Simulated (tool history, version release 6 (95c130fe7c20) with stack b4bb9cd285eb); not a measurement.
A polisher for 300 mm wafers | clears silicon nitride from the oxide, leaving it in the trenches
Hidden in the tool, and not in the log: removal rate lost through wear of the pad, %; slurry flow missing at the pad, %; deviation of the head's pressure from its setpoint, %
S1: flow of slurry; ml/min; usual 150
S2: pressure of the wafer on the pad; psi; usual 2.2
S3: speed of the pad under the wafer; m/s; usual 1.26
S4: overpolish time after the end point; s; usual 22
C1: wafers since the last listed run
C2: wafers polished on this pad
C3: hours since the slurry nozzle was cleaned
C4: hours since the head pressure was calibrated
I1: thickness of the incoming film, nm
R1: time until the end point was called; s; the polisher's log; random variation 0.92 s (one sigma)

run,hour,S1,S2,S3,S4,C1,C2,C3,C4,I1,R1
1,0,150,2.2,1.26,22,0,409,279.3,733.8,99.4,95.3
2,27.1,150,2.2,1.26,22,263,673,306.4,760.9,98.4,98.1
# hour 39.3: worn pad replaced by a new one
3,40.5,150,2.2,1.26,22,91,11,319.8,774.3,99.8,94.6
4,71.2,150,2.2,1.38,22,299,310,350.5,805,99.2,85.3
5,91.1,150,2.2,1.26,22,193,504,370.4,824.9,99.9,93.7
6,105.4,150,2.2,1.26,22,139,644,384.7,839.2,100.2,97.1
# hour 117.9: worn pad replaced by a new one
7,130.2,150,2.2,1.26,22,202,119,409.5,864,98.2,88.9
8,162.1,150,2.5,1.26,31,310,430,441.4,895.9,101,83.6
# hour 180.3: head pressure recalibrated
9,181.3,150,2.5,1.26,31,167,598,460.6,1,99.6,98.2
10,196.1,150,2.5,1.26,31,144,742,475.4,15.8,99.4,96.8
# hour 205.5: worn pad replaced by a new one
11,212.3,150,2.9,1.26,22,118,65,491.6,32,101,83.1
12,238.8,150,2.5,1.26,22,258,323,518.1,58.5,99.2,94
13,268.1,150,2.7,1.26,33,285,609,547.4,87.8,99.8,89.8
14,293.4,150,2.2,1.26,22,246,855,572.7,113.1,98,110.6
# hour 303.7: worn pad replaced by a new one
15,327.5,150,2.2,1.26,22,293,232,606.8,147.2,99.7,106.2
16,345.6,125,2.2,1.48,22,176,408,624.9,165.3,101,97.6
# hour 348.5: slurry nozzle cleaned
17,364.3,105,2.2,1.26,22,172,580,15.8,184,100.9,115.2
# hour 387.5: worn pad replaced by a new one
18,388,150,2.2,1.26,22,191,4,39.5,207.7,99.9,105.1
19,413,150,2.2,1.26,22,243,248,64.5,232.7,99.5,106.7
20,437.5,135,2.2,1.26,16,238,486,89,257.2,98.1,108.2
21,453.2,120,2.6,0.9,22,152,639,104.7,272.9,100,120.1

Forecast each of these 5 alternatives for the next run:
A,453.7,150,2.2,1.26,22,4,644,105.2,273.4,101.7,?
B,453.7,125,2.2,1.26,22,4,644,105.2,273.4,101.7,?
C,453.7,150,2.2,0.88,18,4,644,105.2,273.4,101.7,?
D,453.7,150,2.9,1.26,12,4,644,105.2,273.4,101.7,?
E,453.7,110,2.9,1.08,22,4,644,105.2,273.4,101.7,?

run,R1
A,111.3
B,113.4
C,142.7
D,84.8
E,97.8
Without the tool's hidden state the same runs would have given:
run,R1
A,106.8
B,108.9
C,137
D,81.4
E,93.9
